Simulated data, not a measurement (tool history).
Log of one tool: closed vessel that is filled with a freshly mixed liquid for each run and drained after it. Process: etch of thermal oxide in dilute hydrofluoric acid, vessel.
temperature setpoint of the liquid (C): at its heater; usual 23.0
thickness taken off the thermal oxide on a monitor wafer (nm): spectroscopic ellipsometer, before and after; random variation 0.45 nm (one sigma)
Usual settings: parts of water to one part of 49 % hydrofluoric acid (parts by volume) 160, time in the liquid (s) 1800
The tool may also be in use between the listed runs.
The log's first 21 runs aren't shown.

run	day	temperature setpoint of the liquid (C)	parts of water to one part of 49 % hydrofluoric acid (parts by volume)	time in the liquid (s)	wafers since the last listed run	hours since the thermometer was replaced	hours since the hydrofluoric acid flow meter was replaced	hours since the gauge calibration	read-back film thickness of the thermal oxide reference wafer, read on the same gauge (nm)	thickness taken off the thermal oxide on a monitor wafer (nm)
22	23.271	23.0	160	2770	879	288.3	2101.1	358.6	139.99	60.76
23	24.367	19.5	220	1800	668	314.6	2127.4	384.9	139.99	23.08
24	26.075	23.0	190	1270	1042	355.6	2168.4	425.9	140.00	22.25
# day 26.254: hydrofluoric acid flow meter replaced
25	26.842	20.0	110	1800	442	374.0	14.1	444.3	140.00	61.58
26	28.175	26.5	160	780	813	406.0	46.1	476.3	140.00	22.81
27	28.983	23.0	160	1800	493	425.4	65.5	495.7	140.00	46.19
28	29.675	23.0	160	1800	422	442.0	82.1	512.3	139.98	45.32
29	30.646	28.0	200	2695	592	465.3	105.4	535.6	139.99	63.65
30	31.858	23.0	160	1800	740	494.4	134.5	564.7	140.02	45.20
31	32.917	25.0	85	1530	645	519.8	159.9	590.1	140.01	85.60
32	33.904	23.0	100	1800	602	543.5	183.6	613.8	139.98	78.36
33	35.333	26.5	160	2815	872	577.8	217.9	648.1	139.99	80.94
34	35.888	23.0	160	1425	338	591.1	231.2	661.4	139.99	35.69

4 ways to go on from here, each from the tool as it stands after run 34. What would each give?
A	35.938	23.0	160	1125	30	592.3	232.4	662.6	?	?
B	35.938	27.5	190	2375	30	592.3	232.4	662.6	?	?
C	35.938	20.0	210	1435	30	592.3	232.4	662.6	?	?
D	35.938	19.0	90	1800	30	592.3	232.4	662.6	?	?

run	read-back film thickness of the thermal oxide reference wafer, read on the same gauge (nm)	thickness taken off the thermal oxide on a monitor wafer (nm)
A	139.96	28.49
B	139.96	57.80
C	139.96	23.42
D	139.96	74.66
Without the tool's hidden state the same runs would have given:
run	thickness taken off the thermal oxide on a monitor wafer (nm)
A	28.97
B	58.80
C	23.83
D	75.83
